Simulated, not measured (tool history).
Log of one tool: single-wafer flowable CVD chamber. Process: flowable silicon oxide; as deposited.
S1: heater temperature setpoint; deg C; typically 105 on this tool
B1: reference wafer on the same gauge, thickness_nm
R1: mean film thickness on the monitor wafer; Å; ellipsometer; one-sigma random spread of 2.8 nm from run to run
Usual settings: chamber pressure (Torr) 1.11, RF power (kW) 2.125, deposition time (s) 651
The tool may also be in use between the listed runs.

Run 1, hour 0.0: usual settings but chamber pressure (Torr) 1.21; B1 512.737. Result: R1 5031.49 Å.
Run 2, hour 35.9: usual settings but chamber pressure (Torr) 1.21; B1 513.928. Result: R1 5111.14 Å.
Run 3, hour 99.3: usual settings but chamber pressure (Torr) 1.21; B1 513.515. Result: R1 5118.62 Å.
Run 4, hour 133.8: usual settings; B1 513.517. Result: R1 4806.96 Å.
Run 5, hour 179.9: usual settings; B1 514.147. Result: R1 4846.13 Å.
Run 6, hour 221.3: usual settings; B1 513.875. Result: R1 4829.03 Å.
At hour 231.3: showerhead replaced.
Run 7, hour 250.4: usual settings but deposition time (s) 579; B1 514.865. Result: R1 4281.03 Å.
Run 8, hour 286.5: usual settings; B1 516.035. Result: R1 4867.98 Å.
At hour 302.8: capacitance manometer re-zeroed and calibrated.
At hour 333.2: RF generator calibrated.
Run 9, hour 349.1: usual settings; B1 513.066. Result: R1 4845.96 Å.
Run 10, hour 381.0: usual settings but RF power (kW) 1.820; B1 513.301. Result: R1 4715.66 Å.
Run 11, hour 423.3: usual settings; B1 515.788. Result: R1 4832.04 Å.
Run 12, hour 450.5: usual settings but chamber pressure (Torr) 1.03; B1 513.757. Result: R1 4631.29 Å.
Run 13, hour 487.3: usual settings but S1 95 deg C, chamber pressure (Torr) 0.89, deposition time (s) 591; B1 514.103. Result: R1 5644.67 Å.
Run 14, hour 539.0: usual settings but S1 116 deg C, chamber pressure (Torr) 1.22; B1 514.464. Result: R1 3427.31 Å.
At hour 603.7: thermocouple changed; heater temperature recalibrated.
Run 15, hour 604.2: usual settings but RF power (kW) 2.515, deposition time (s) 593; B1 512.667. Result: R1 4503.16 Å.
Run 16, hour 647.9: usual settings but chamber pressure (Torr) 1.19, deposition time (s) 608; B1 513.511. Result: R1 4682.77 Å.
Run 17, hour 703.2: usual settings but S1 116 deg C, RF power (kW) 1.700, deposition time (s) 700; B1 514.120. Result: R1 3377.75 Å.
At hour 722.4: gauge calibrated.
Run 18, hour 763.7: usual settings but deposition time (s) 522; B1 515.072. Result: R1 3897.48 Å.
Run 19, hour 801.3: usual settings but S1 115 deg C, chamber pressure (Torr) 1.04, RF power (kW) 2.245; B1 514.132. Result: R1 3260.88 Å.
Run 20, hour 841.1: usual settings but S1 101 deg C, chamber pressure (Torr) 0.95, deposition time (s) 685; B1 514.150. Result: R1 5409.71 Å.
Run 21, hour 906.4: usual settings; B1 514.120. Result: R1 4837.80 Å.
Run 22, hour 938.9: usual settings but deposition time (s) 766; B1 514.605. Result: R1 5604.31 Å.
Run 23, hour 1009.5: usual settings but chamber pressure (Torr) 1.03, deposition time (s) 544; B1 516.035. Result: R1 3898.57 Å.
Run 24, hour 1057.2: usual settings but S1 119 deg C, chamber pressure (Torr) 1.28, RF power (kW) 2.535, deposition time (s) 563; B1 514.170. Result: R1 2842.14 Å.
Run 25, hour 1090.9: usual settings but chamber pressure (Torr) 1.03; B1 514.281. Result: R1 4621.89 Å.
Run 26, hour 1126.1: usual settings; B1 513.467. Result: R1 4838.31 Å.
Run 27, hour 1169.4: usual settings but S1 92 deg C, RF power (kW) 1.880; B1 513.863. Result: R1 7837.55 Å.

Branching from run 27: 5 alternative next runs. What would each branch give?
Run A, hour 1170.0: usual settings; B1 ?. Result: R1 ?.
Run B, hour 1170.0: usual settings but S1 100 deg C; B1 ?. Result: R1 ?.
Run C, hour 1170.0: usual settings but S1 99 deg C, chamber pressure (Torr) 0.86, RF power (kW) 2.245, deposition time (s) 524; B1 ?. Result: R1 ?.
Run D, hour 1170.0: usual settings but chamber pressure (Torr) 0.86, RF power (kW) 1.920; B1 ?. Result: R1 ?.
Run E, hour 1170.0: usual settings but chamber pressure (Torr) 1.32, deposition time (s) 771; B1 ?. Result: R1 ?.

run       B1       R1
  A  514.265  4800.43
  B  514.265  5813.26
  C  514.265  4200.75
  D  514.265  4064.07
  E  514.265  6340.29
With no hidden state in the tool, these same runs would have given:
run       R1
  A  4800.43
  B  5813.26
  C  4200.75
  D  4064.07
  E  6340.29
